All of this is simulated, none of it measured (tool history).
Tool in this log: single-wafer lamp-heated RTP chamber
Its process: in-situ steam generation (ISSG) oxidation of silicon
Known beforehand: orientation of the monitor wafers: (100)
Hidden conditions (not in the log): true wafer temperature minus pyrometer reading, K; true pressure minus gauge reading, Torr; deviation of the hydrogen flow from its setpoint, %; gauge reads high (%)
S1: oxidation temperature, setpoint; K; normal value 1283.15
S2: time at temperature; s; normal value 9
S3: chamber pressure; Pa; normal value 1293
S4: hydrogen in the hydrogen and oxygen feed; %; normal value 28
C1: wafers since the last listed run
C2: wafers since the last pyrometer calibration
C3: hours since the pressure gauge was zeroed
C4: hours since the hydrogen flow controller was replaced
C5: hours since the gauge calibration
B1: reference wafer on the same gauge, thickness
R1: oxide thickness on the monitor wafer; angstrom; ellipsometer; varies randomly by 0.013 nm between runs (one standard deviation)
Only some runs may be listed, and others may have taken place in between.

run 1 hour=0 | S1=1283.15 S2=9 S3=1293 S4=28 | C1=0 C2=711 C3=2770.4 C4=4317.9 C5=624.4 | B1=3.828 | R1=36.24
run 2 hour=69.6 | S1=1283.15 S2=9 S3=1293 S4=28 | C1=642 C2=1353 C3=2840 C4=4387.5 C5=694 | B1=3.828 | R1=36.23
run 3 hour=167.8 | S1=1283.15 S2=9 S3=1293 S4=28 | C1=906 C2=2260 C3=2938.2 C4=4485.7 C5=792.2 | B1=3.827 | R1=36.26
run 4 hour=214.9 | S1=1283.15 S2=9 S3=1293 S4=28 | C1=434 C2=2695 C3=2985.3 C4=4532.8 C5=839.3 | B1=3.83 | R1=36.6
-- hour=275.7 hydrogen flow controller replaced
-- hour=281.6 pyrometer window cleaned and pyrometer calibrated
run 5 hour=287.5 | S1=1283.15 S2=9 S3=1293 S4=28 | C1=542 C2=54 C3=3057.9 C4=11.8 C5=911.9 | B1=3.83 | R1=36.08
-- hour=302.8 pressure gauge zeroed
run 6 hour=335.2 | S1=1283.15 S2=9 S3=1293 S4=30 | C1=366 C2=421 C3=32.4 C4=59.5 C5=959.6 | B1=3.831 | R1=36.66
-- hour=371.8 gauge calibrated
run 7 hour=409.5 | S1=1283.15 S2=9 S3=1293 S4=30 | C1=685 C2=1107 C3=106.7 C4=133.8 C5=37.7 | B1=3.83 | R1=37.07
run 8 hour=448.7 | S1=1295.15 S2=10 S3=1293 S4=28 | C1=361 C2=1468 C3=145.9 C4=173 C5=76.9 | B1=3.83 | R1=39.39
run 9 hour=508 | S1=1283.15 S2=9 S3=1293 S4=28 | C1=547 C2=2016 C3=205.2 C4=232.3 C5=136.2 | B1=3.83 | R1=36.4
run 10 hour=598.6 | S1=1283.15 S2=9 S3=1293 S4=25 | C1=836 C2=2852 C3=295.8 C4=322.9 C5=226.8 | B1=3.828 | R1=35.55
-- hour=667 pyrometer window cleaned and pyrometer calibrated
run 11 hour=682.5 | S1=1283.15 S2=9 S3=1360 S4=20 | C1=700 C2=143 C3=379.7 C4=406.8 C5=310.7 | B1=3.825 | R1=32.69
run 12 hour=723 | S1=1291.15 S2=12 S3=1293 S4=32 | C1=373 C2=517 C3=420.2 C4=447.3 C5=351.2 | B1=3.83 | R1=43.62
run 13 hour=813 | S1=1268.15 S2=12 S3=1360 S4=28 | C1=830 C2=1347 C3=510.2 C4=537.3 C5=441.2 | B1=3.828 | R1=38.35
run 14 hour=906.5 | S1=1283.15 S2=9 S3=1360 S4=22 | C1=863 C2=2211 C3=603.7 C4=630.8 C5=534.7 | B1=3.831 | R1=34.14

Branching from run 14: 5 alternative next runs. What would each branch give?
run A hour=906.9 | S1=1283.15 S2=9 S3=1360 S4=28 | C1=3 C2=2214 C3=604.1 C4=631.2 C5=535.1 | B1=? | R1=?
run B hour=906.9 | S1=1264.15 S2=8 S3=1133 S4=18 | C1=3 C2=2214 C3=604.1 C4=631.2 C5=535.1 | B1=? | R1=?
run C hour=906.9 | S1=1291.15 S2=10 S3=1347 S4=32 | C1=3 C2=2214 C3=604.1 C4=631.2 C5=535.1 | B1=? | R1=?
run D hour=906.9 | S1=1283.15 S2=12 S3=1293 S4=20 | C1=3 C2=2214 C3=604.1 C4=631.2 C5=535.1 | B1=? | R1=?
run E hour=906.9 | S1=1283.15 S2=12 S3=1293 S4=28 | C1=3 C2=2214 C3=604.1 C4=631.2 C5=535.1 | B1=? | R1=?

run=A B1=3.831 R1=36.01
run=B B1=3.831 R1=29.78
run=C B1=3.831 R1=40.21
run=D B1=3.831 R1=38.15
run=E B1=3.831 R1=41.32
Take away the tool's hidden state, keep each run's random variation, and the runs would have read:
run=A R1=35.47
run=B R1=29.41
run=C R1=39.54
run=D R1=37.51
run=E R1=40.63
